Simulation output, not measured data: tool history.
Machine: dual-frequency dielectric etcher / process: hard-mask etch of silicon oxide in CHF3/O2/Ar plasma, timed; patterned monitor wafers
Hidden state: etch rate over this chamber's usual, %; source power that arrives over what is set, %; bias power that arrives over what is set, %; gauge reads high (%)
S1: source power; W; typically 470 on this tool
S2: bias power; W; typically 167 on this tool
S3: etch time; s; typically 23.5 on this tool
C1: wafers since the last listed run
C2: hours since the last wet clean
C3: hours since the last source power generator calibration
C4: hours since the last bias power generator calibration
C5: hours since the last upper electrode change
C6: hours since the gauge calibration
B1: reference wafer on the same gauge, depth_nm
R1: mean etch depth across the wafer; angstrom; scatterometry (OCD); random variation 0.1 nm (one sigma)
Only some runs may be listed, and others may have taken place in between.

run,hour,S1,S2,S3,C1,C2,C3,C4,C5,C6,B1,R1
1,0.0,470,167,23.5,0,120.8,1018.0,1708.0,3378.8,1317.0,45.69,384.3
2,41.6,390,167,23.5,398,162.4,1059.6,1749.6,3420.4,1358.6,45.74,368.5
3,99.0,390,167,23.5,549,219.8,1117.0,1807.0,3477.8,1416.0,45.74,368.6
4,194.0,470,189,23.5,909,314.8,1212.0,1902.0,3572.8,1511.0,45.71,393.6
5,295.7,470,189,23.5,973,416.5,1313.7,2003.7,3674.5,1612.7,45.69,390.4
6,398.1,470,189,23.5,979,518.9,1416.1,2106.1,3776.9,1715.1,45.65,390.8
7,450.0,470,167,23.5,496,570.8,1468.0,2158.0,3828.8,1767.0,45.66,377.1
# hour 509.2: wet clean of the chamber
8,524.9,470,167,23.5,487,15.7,1542.9,2232.9,3903.7,1841.9,45.72,386.1
# hour 531.2: bias power generator calibrated
9,606.4,470,167,23.5,741,97.2,1624.4,75.2,3985.2,1923.4,45.69,384.4
10,655.1,440,155,23.5,466,145.9,1673.1,123.9,4033.9,1972.1,45.71,371.1
11,706.7,540,197,23.5,493,197.5,1724.7,175.5,4085.5,2023.7,45.72,411.0
12,793.0,510,130,30.5,825,283.8,1811.0,261.8,4171.8,2110.0,45.70,472.8
# hour 838.3: source power generator calibrated
13,894.7,470,128,23.5,935,385.5,56.4,363.5,4273.5,2211.7,45.68,352.6
14,941.0,390,167,18.0,443,431.8,102.7,409.8,4319.8,2258.0,45.66,278.3
15,1029.3,400,180,23.5,845,520.1,191.0,498.1,4408.1,2346.3,45.70,372.9
# hour 1092.1: wet clean of the chamber
16,1101.5,470,167,23.5,461,9.4,263.2,570.3,4480.3,2418.5,45.75,381.9
17,1155.8,520,167,20.0,519,63.7,317.5,624.6,4534.6,2472.8,45.71,331.3
18,1217.1,520,167,26.0,586,125.0,378.8,685.9,4595.9,2534.1,45.69,428.8
19,1315.6,430,208,29.0,942,223.5,477.3,784.4,4694.4,2632.6,45.68,490.6
20,1395.7,380,206,28.5,766,303.6,557.4,864.5,4774.5,2712.7,45.71,467.9
# hour 1406.5: gauge calibrated
# hour 1471.3: upper electrode replaced
21,1471.8,470,167,23.5,498,379.7,633.5,940.6,0.5,65.3,45.67,376.5
22,1508.4,430,167,21.0,350,416.3,670.1,977.2,37.1,101.9,45.71,332.0
23,1573.1,530,153,21.5,619,481.0,734.8,1041.9,101.8,166.6,45.74,345.5
24,1663.7,520,143,27.5,867,571.6,825.4,1132.5,192.4,257.2,45.71,429.9
# hour 1747.8: wet clean of the chamber
25,1748.3,470,189,23.5,579,0.5,910.0,1217.1,277.0,341.8,45.72,397.3
26,1899.1,470,167,23.5,1443,151.3,1060.8,1367.9,427.8,492.6,45.69,383.1
27,1969.5,410,148,23.5,673,221.7,1131.2,1438.3,498.2,563.0,45.68,361.0
28,2018.5,470,142,23.5,468,270.7,1180.2,1487.3,547.2,612.0,45.74,364.5
29,2105.4,470,167,23.5,831,357.6,1267.1,1574.2,634.1,698.9,45.72,381.4

4 options for the next run, each taken on its own from the tool as it stands now. Forecast them:
A,2105.8,470,207,23.5,3,358.0,1267.5,1574.6,634.5,699.3,?,?
B,2105.8,470,167,17.5,3,358.0,1267.5,1574.6,634.5,699.3,?,?
C,2105.8,370,167,23.5,3,358.0,1267.5,1574.6,634.5,699.3,?,?
D,2105.8,580,151,30.0,3,358.0,1267.5,1574.6,634.5,699.3,?,?

run,B1,R1
A,45.73,404.5
B,45.73,283.9
C,45.73,365.3
D,45.73,494.8
The same runs, with their run-to-run variation unchanged, on a tool lacking any hidden condition would have given:
run,R1
A,406.2
B,285.1
C,366.8
D,496.8
